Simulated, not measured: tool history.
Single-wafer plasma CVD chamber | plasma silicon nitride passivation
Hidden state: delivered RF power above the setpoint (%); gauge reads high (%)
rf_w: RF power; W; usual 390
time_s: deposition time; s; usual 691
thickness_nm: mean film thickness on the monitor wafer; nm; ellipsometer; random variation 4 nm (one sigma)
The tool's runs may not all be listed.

run,hour,rf_w,time_s,wafers since the last listed run,hours since the last RF generator calibration,hours since the showerhead was replaced,hours since the gauge calibration,"read-back reference wafer on the same gauge, thickness_nm",thickness_nm
1,0.0,390,691,0,946.5,4254.4,1018.5,1064.518,868.415
2,26.7,390,691,100,973.2,4281.1,1045.2,1064.135,858.073
3,52.3,390,691,95,998.8,4306.7,1070.8,1064.202,871.251
4,93.3,355,691,153,1039.8,4347.7,1111.8,1062.861,834.726
5,125.1,355,691,119,1071.6,4379.5,1143.6,1063.756,837.064
6,167.1,390,691,157,1113.6,4421.5,1185.6,1064.513,861.801
# hour 183.8: RF generator calibrated
7,216.4,390,691,154,32.6,4470.8,1234.9,1064.362,885.644
8,251.8,390,691,132,68.0,4506.2,1270.3,1064.316,880.136
9,305.6,390,691,201,121.8,4560.0,1324.1,1063.883,870.893
10,354.5,390,691,183,170.7,4608.9,1373.0,1064.864,874.568
11,408.1,390,691,200,224.3,4662.5,1426.6,1064.389,877.410
12,454.7,390,691,174,270.9,4709.1,1473.2,1063.823,868.477
13,491.8,390,691,139,308.0,4746.2,1510.3,1063.757,872.005
14,547.6,350,691,209,363.8,4802.0,1566.1,1064.710,838.948
15,606.5,350,691,220,422.7,4860.9,1625.0,1063.789,835.403
16,663.2,350,691,212,479.4,4917.6,1681.7,1063.469,832.051
17,847.9,390,691,692,664.1,5102.3,1866.4,1064.145,873.547
18,911.1,390,691,236,727.3,5165.5,1929.6,1064.053,868.433
19,955.4,390,691,166,771.6,5209.8,1973.9,1063.312,865.764
20,990.1,390,691,130,806.3,5244.5,2008.6,1064.647,864.706
21,1024.3,330,778,128,840.5,5278.7,2042.8,1063.998,920.149
# hour 1077.3: gauge calibrated
22,1081.1,390,797,212,897.3,5335.5,3.8,1064.304,995.021
23,1137.6,325,580,211,953.8,5392.0,60.3,1063.781,677.005
24,1185.3,450,828,178,1001.5,5439.7,108.0,1065.088,1087.377
25,1240.9,465,691,208,1057.1,5495.3,163.6,1063.918,909.834
26,1303.2,340,626,233,1119.4,5557.6,225.9,1064.493,743.482
27,1363.5,390,691,226,1179.7,5617.9,286.2,1063.700,862.853
# hour 1426.4: showerhead replaced
28,1429.6,390,691,217,1245.8,3.2,352.3,1063.761,867.596
29,1470.6,450,558,153,1286.8,44.2,393.3,1063.555,725.675
30,1512.9,345,691,158,1329.1,86.5,435.6,1064.900,820.718
# hour 1560.8: RF generator calibrated
31,1575.9,455,691,206,15.1,149.5,498.6,1062.898,924.862
32,1640.4,390,779,241,79.6,214.0,563.1,1064.428,989.175
33,1695.2,450,798,205,134.4,268.8,617.9,1063.735,1060.766
34,1750.5,320,613,207,189.7,324.1,673.2,1064.168,722.943
35,1817.3,390,691,250,256.5,390.9,740.0,1064.450,874.585
36,1864.7,460,562,177,303.9,438.3,787.4,1064.571,749.716

The next listed run, before its measurement:
37,1931.6,390,691,250,370.8,505.2,854.3,?,?

read-back reference wafer on the same gauge, thickness_nm: 1064.293
thickness_nm: 867.856 nm
Without the tool's hidden state the same run would have given thickness_nm 888.287 nm.
